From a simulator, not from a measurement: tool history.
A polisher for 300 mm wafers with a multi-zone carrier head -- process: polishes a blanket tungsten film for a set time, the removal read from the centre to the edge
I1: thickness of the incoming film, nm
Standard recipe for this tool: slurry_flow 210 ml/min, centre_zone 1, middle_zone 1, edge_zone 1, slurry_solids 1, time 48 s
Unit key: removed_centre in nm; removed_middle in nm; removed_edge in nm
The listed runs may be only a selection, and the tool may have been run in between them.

run 1 hour=0 | slurry_flow=210 centre_zone=1 middle_zone=1 edge_zone=1 slurry_solids=1 time=48 | I1=1530.7 | removed_centre=133.6 removed_middle=131 removed_edge=134.3
run 2 hour=16.2 | slurry_flow=140 centre_zone=1.1 middle_zone=1 edge_zone=1 slurry_solids=1 time=48 | I1=1501.1 | removed_centre=139.6 removed_middle=127.4 removed_edge=127.6
run 3 hour=22.2 | slurry_flow=210 centre_zone=1 middle_zone=1.09 edge_zone=1 slurry_solids=1.1 time=48 | I1=1503.7 | removed_centre=134.7 removed_middle=142.5 removed_edge=137.3
-- hour=32.1 worn pad replaced by a new one
run 4 hour=47.4 | slurry_flow=210 centre_zone=1 middle_zone=1 edge_zone=1 slurry_solids=1 time=48 | I1=1490.3 | removed_centre=131.5 removed_middle=131.9 removed_edge=130.5
run 5 hour=56.1 | slurry_flow=210 centre_zone=1 middle_zone=1 edge_zone=1 slurry_solids=1 time=48 | I1=1490.5 | removed_centre=131.1 removed_middle=134.7 removed_edge=133.4
run 6 hour=67.2 | slurry_flow=175 centre_zone=1 middle_zone=1 edge_zone=1 slurry_solids=1 time=43 | I1=1483.1 | removed_centre=116.8 removed_middle=119.1 removed_edge=116.5
-- hour=75.1 carrier head's membrane replaced by a new one
run 7 hour=75.6 | slurry_flow=210 centre_zone=1 middle_zone=1 edge_zone=1 slurry_solids=1 time=48 | I1=1502.1 | removed_centre=130.2 removed_middle=134.3 removed_edge=133.3
run 8 hour=90.4 | slurry_flow=210 centre_zone=1 middle_zone=1 edge_zone=1 slurry_solids=1 time=48 | I1=1480.3 | removed_centre=130.8 removed_middle=134 removed_edge=136
run 9 hour=101.9 | slurry_flow=210 centre_zone=1 middle_zone=1 edge_zone=1 slurry_solids=1 time=48 | I1=1478.4 | removed_centre=132.5 removed_middle=133 removed_edge=132
run 10 hour=119.6 | slurry_flow=190 centre_zone=1.04 middle_zone=1 edge_zone=0.91 slurry_solids=1 time=59 | I1=1500.2 | removed_centre=166 removed_middle=162 removed_edge=152.4
run 11 hour=128.8 | slurry_flow=210 centre_zone=1 middle_zone=1 edge_zone=1 slurry_solids=1 time=48 | I1=1504 | removed_centre=134.9 removed_middle=130.6 removed_edge=133.9
-- hour=141.3 worn pad replaced by a new one
run 12 hour=142.8 | slurry_flow=245 centre_zone=1.08 middle_zone=1 edge_zone=1.05 slurry_solids=1 time=48 | I1=1502.6 | removed_centre=143 removed_middle=136.2 removed_edge=138.9
run 13 hour=149 | slurry_flow=210 centre_zone=1 middle_zone=1 edge_zone=1 slurry_solids=1 time=48 | I1=1487.1 | removed_centre=133.9 removed_middle=130.4 removed_edge=133.2
run 14 hour=158.9 | slurry_flow=210 centre_zone=1 middle_zone=1 edge_zone=1 slurry_solids=1 time=48 | I1=1472.3 | removed_centre=135.3 removed_middle=132.4 removed_edge=135.1
run 15 hour=171.9 | slurry_flow=210 centre_zone=1.1 middle_zone=1 edge_zone=1.03 slurry_solids=0.9 time=62 | I1=1500.1 | removed_centre=182.5 removed_middle=169.2 removed_edge=171
run 16 hour=183.7 | slurry_flow=210 centre_zone=1 middle_zone=1 edge_zone=1 slurry_solids=1.1 time=48 | I1=1519.2 | removed_centre=135.1 removed_middle=137.2 removed_edge=134.5
run 17 hour=191.3 | slurry_flow=150 centre_zone=0.93 middle_zone=1.06 edge_zone=0.89 slurry_solids=1 time=48 | I1=1508.2 | removed_centre=120.2 removed_middle=131.6 removed_edge=122.9
run 18 hour=197.4 | slurry_flow=210 centre_zone=1 middle_zone=1 edge_zone=1 slurry_solids=1.2 time=48 | I1=1528.2 | removed_centre=135.5 removed_middle=138.5 removed_edge=136.2
run 19 hour=207.3 | slurry_flow=155 centre_zone=1.06 middle_zone=1 edge_zone=1 slurry_solids=1 time=48 | I1=1499 | removed_centre=137 removed_middle=127.3 removed_edge=129.4
run 20 hour=213.9 | slurry_flow=210 centre_zone=1 middle_zone=1 edge_zone=1 slurry_solids=1 time=48 | I1=1488 | removed_centre=132.6 removed_middle=135.5 removed_edge=131.9
run 21 hour=229.3 | slurry_flow=210 centre_zone=1 middle_zone=1 edge_zone=0.89 slurry_solids=1 time=48 | I1=1516.1 | removed_centre=133.9 removed_middle=131.5 removed_edge=127.2
run 22 hour=242.3 | slurry_flow=175 centre_zone=1 middle_zone=0.89 edge_zone=1 slurry_solids=0.7 time=63 | I1=1491.1 | removed_centre=159.1 removed_middle=153.6 removed_edge=163.7
-- hour=258.9 worn pad replaced by a new one
run 23 hour=259.4 | slurry_flow=210 centre_zone=0.93 middle_zone=1 edge_zone=1 slurry_solids=1 time=48 | I1=1495.4 | removed_centre=121.9 removed_middle=131.7 removed_edge=134.7

Alternative continuations, all from the tool just after run 23; predict every row:
run A hour=259.8 | slurry_flow=210 centre_zone=1.06 middle_zone=1 edge_zone=1 slurry_solids=1 time=48 | I1=1516 | removed_centre=? removed_middle=? removed_edge=?
run B hour=259.8 | slurry_flow=210 centre_zone=1 middle_zone=1 edge_zone=1 slurry_solids=0.8 time=48 | I1=1516 | removed_centre=? removed_middle=? removed_edge=?
run C hour=259.8 | slurry_flow=210 centre_zone=1.09 middle_zone=1 edge_zone=0.96 slurry_solids=1.2 time=48 | I1=1516 | removed_centre=? removed_middle=? removed_edge=?

run=A removed_centre=140.3 removed_middle=129.1 removed_edge=133.7
run=B removed_centre=126.4 removed_middle=123.4 removed_edge=127.8
run=C removed_centre=150 removed_middle=134.2 removed_edge=136.3
The same runs, with their run-to-run variation unchanged, on a tool lacking any hidden condition would have given:
run=A removed_centre=140.3 removed_middle=129.1 removed_edge=133.7
run=B removed_centre=126.4 removed_middle=123.4 removed_edge=127.8
run=C removed_centre=150 removed_middle=134.2 removed_edge=136.3
